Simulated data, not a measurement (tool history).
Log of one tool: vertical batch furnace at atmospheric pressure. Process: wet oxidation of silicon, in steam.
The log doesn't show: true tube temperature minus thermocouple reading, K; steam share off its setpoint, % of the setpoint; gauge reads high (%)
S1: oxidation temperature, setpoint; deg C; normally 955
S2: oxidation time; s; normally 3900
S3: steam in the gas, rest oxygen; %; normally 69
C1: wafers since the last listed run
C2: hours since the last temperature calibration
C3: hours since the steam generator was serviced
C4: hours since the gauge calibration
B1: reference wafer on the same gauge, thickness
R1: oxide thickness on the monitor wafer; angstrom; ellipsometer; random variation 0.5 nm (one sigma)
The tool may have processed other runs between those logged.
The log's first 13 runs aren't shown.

run,hour,S1,S2,S3,C1,C2,C3,C4,B1,R1
14,144.0,955,3900,69,98,21.6,3384.0,308.9,309.91,2831.5
# hour 170.3: steam generator serviced
15,170.8,955,3900,69,49,48.4,0.5,335.7,310.05,3006.1
# hour 173.9: gauge calibrated
16,174.6,955,3900,69,67,52.2,4.3,0.7,310.10,3014.6
17,178.5,955,3900,69,68,56.1,8.2,4.6,310.03,3012.1
18,206.5,955,3900,69,494,84.1,36.2,32.6,309.89,3006.0
19,216.2,968,3900,61,171,93.8,45.9,42.3,310.03,3051.7
20,231.1,940,2430,74,262,108.7,60.8,57.2,310.10,1961.7
21,239.9,955,3900,69,155,117.5,69.6,66.0,309.86,3006.0
22,256.6,948,3900,62,294,134.2,86.3,82.7,310.12,2633.6
23,266.7,943,2190,63,178,144.3,96.4,92.8,310.00,1636.8
24,280.6,955,3900,69,245,158.2,110.3,106.7,309.92,3002.0
25,297.5,965,5790,74,298,175.1,127.2,123.6,309.99,4427.4
26,312.0,940,2430,74,255,189.6,141.7,138.1,310.01,1961.2
27,357.7,955,3900,63,806,235.3,187.4,183.8,309.98,2808.8
28,369.1,955,3900,69,201,246.7,198.8,195.2,309.98,3009.7
29,379.1,955,3090,73,176,256.7,208.8,205.2,310.06,2647.7
30,393.3,979,2820,80,250,270.9,223.0,219.4,309.97,3195.4
31,409.2,955,3900,69,280,286.8,238.9,235.3,310.14,3003.6
32,425.6,955,3900,69,289,303.2,255.3,251.7,309.96,2997.0
33,439.5,955,3900,69,245,317.1,269.2,265.6,309.91,3003.6
34,449.0,940,5190,62,167,326.6,278.7,275.1,310.00,3032.2
35,458.3,949,3900,78,164,335.9,288.0,284.4,309.90,3129.3
36,470.7,967,4920,65,218,348.3,300.4,296.8,309.81,3704.7
37,486.3,943,3900,78,275,363.9,316.0,312.4,309.92,2978.4
# hour 486.5: gauge calibrated
38,493.6,969,2070,59,128,371.2,323.3,7.1,310.04,1899.6

Consider 4 possible next runs. They are alternatives, not a sequence: every one starts from the tool as it was left by run 38. What does each give?
A,497.6,971,3900,69,70,375.2,327.3,11.1,?,?
B,497.6,955,5790,69,70,375.2,327.3,11.1,?,?
C,497.6,935,3900,77,70,375.2,327.3,11.1,?,?
D,497.6,969,2190,64,70,375.2,327.3,11.1,?,?

run,B1,R1
A,309.91,3386.5
B,309.91,3945.3
C,309.91,2762.0
D,309.91,2104.0
What these runs would have given with no unlogged condition in the tool:
run,R1
A,3389.9
B,3949.3
C,2765.0
D,2106.3
